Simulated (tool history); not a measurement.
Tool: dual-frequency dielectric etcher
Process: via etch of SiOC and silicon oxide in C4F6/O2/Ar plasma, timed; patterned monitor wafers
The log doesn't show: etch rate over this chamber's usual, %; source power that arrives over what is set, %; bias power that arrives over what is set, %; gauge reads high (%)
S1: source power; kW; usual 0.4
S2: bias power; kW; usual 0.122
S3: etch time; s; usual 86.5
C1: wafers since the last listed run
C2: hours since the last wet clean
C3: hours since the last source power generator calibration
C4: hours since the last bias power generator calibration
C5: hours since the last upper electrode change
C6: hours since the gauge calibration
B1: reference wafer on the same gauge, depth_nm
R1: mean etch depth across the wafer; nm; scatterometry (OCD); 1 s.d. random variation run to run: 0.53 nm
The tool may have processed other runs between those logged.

Run 1, hour 0: usual settings but S1 0.34 kW, S2 0.107 kW; C1 0; C2 255.9; C3 1713.6; C4 4623.7; C5 5788.7; C6 202.2; B1 106.3. Result: R1 87.7 nm.
Run 2, hour 27.7: usual settings but S1 0.34 kW, S2 0.107 kW; C1 201; C2 283.6; C3 1741.3; C4 4651.4; C5 5816.4; C6 229.9; B1 106. Result: R1 87.2 nm.
Run 3, hour 43.9: usual settings but S1 0.34 kW, S2 0.107 kW; C1 117; C2 299.8; C3 1757.5; C4 4667.6; C5 5832.6; C6 246.1; B1 106.1. Result: R1 88.1 nm.
Run 4, hour 58.4: usual settings; C1 105; C2 314.3; C3 1772; C4 4682.1; C5 5847.1; C6 260.6; B1 106.3. Result: R1 95.8 nm.
Run 5, hour 76.3: usual settings; C1 130; C2 332.2; C3 1789.9; C4 4700; C5 5865; C6 278.5; B1 106.4. Result: R1 97.1 nm.
Run 6, hour 85.7: usual settings; C1 68; C2 341.6; C3 1799.3; C4 4709.4; C5 5874.4; C6 287.9; B1 106.7. Result: R1 96.4 nm.
Run 7, hour 94: usual settings; C1 60; C2 349.9; C3 1807.6; C4 4717.7; C5 5882.7; C6 296.2; B1 106.4. Result: R1 96.5 nm.
At hour 120.6: bias power generator calibrated.
At hour 136.3: gauge calibrated.
Run 8, hour 147.7: usual settings; C1 361; C2 403.6; C3 1861.3; C4 27.1; C5 5936.4; C6 11.4; B1 106.2. Result: R1 96.9 nm.
At hour 179: wet clean of the chamber.
Run 9, hour 199.5: usual settings; C1 202; C2 20.5; C3 1913.1; C4 78.9; C5 5988.2; C6 63.2; B1 106.3. Result: R1 92.8 nm.
Run 10, hour 206.5: usual settings; C1 50; C2 27.5; C3 1920.1; C4 85.9; C5 5995.2; C6 70.2; B1 106.2. Result: R1 92.7 nm.
Run 11, hour 220.4: usual settings; C1 101; C2 41.4; C3 1934; C4 99.8; C5 6009.1; C6 84.1; B1 106.2. Result: R1 92.4 nm.
At hour 245.7: upper electrode replaced.
At hour 249.2: source power generator calibrated.
Run 12, hour 249.7: usual settings; C1 13; C2 70.7; C3 0.5; C4 129.1; C5 4; C6 113.4; B1 106.3. Result: R1 92.2 nm.
Run 13, hour 250: usual settings but S1 0.44 kW, S2 0.11 kW, S3 104 s; C1 2; C2 71; C3 0.8; C4 129.4; C5 4.3; C6 113.7; B1 106. Result: R1 109.4 nm.
Run 14, hour 257: usual settings but S1 0.34 kW; C1 50; C2 78; C3 7.8; C4 136.4; C5 11.3; C6 120.7; B1 106.3. Result: R1 88.7 nm.
Run 15, hour 267.5: usual settings; C1 76; C2 88.5; C3 18.3; C4 146.9; C5 21.8; C6 131.2; B1 106.3. Result: R1 92.9 nm.
Run 16, hour 275.1: usual settings; C1 55; C2 96.1; C3 25.9; C4 154.5; C5 29.4; C6 138.8; B1 106.5. Result: R1 93.8 nm.
Run 17, hour 285.5: usual settings but S1 0.48 kW, S2 0.101 kW, S3 111 s; C1 75; C2 106.5; C3 36.3; C4 164.9; C5 39.8; C6 149.2; B1 106.3. Result: R1 117.8 nm.

For run 18, what comes out?
Run 18, hour 299.7: usual settings but S1 0.44 kW, S2 0.133 kW, S3 61 s; C1 103; C2 120.7; C3 50.5; C4 179.1; C5 54; C6 163.4; B1 ?. Result: R1 ?.

{"run 18": {"B1": 106.3, "R1": 70.2}}
With no hidden state in the tool, this same run would have given R1 69.2 nm.
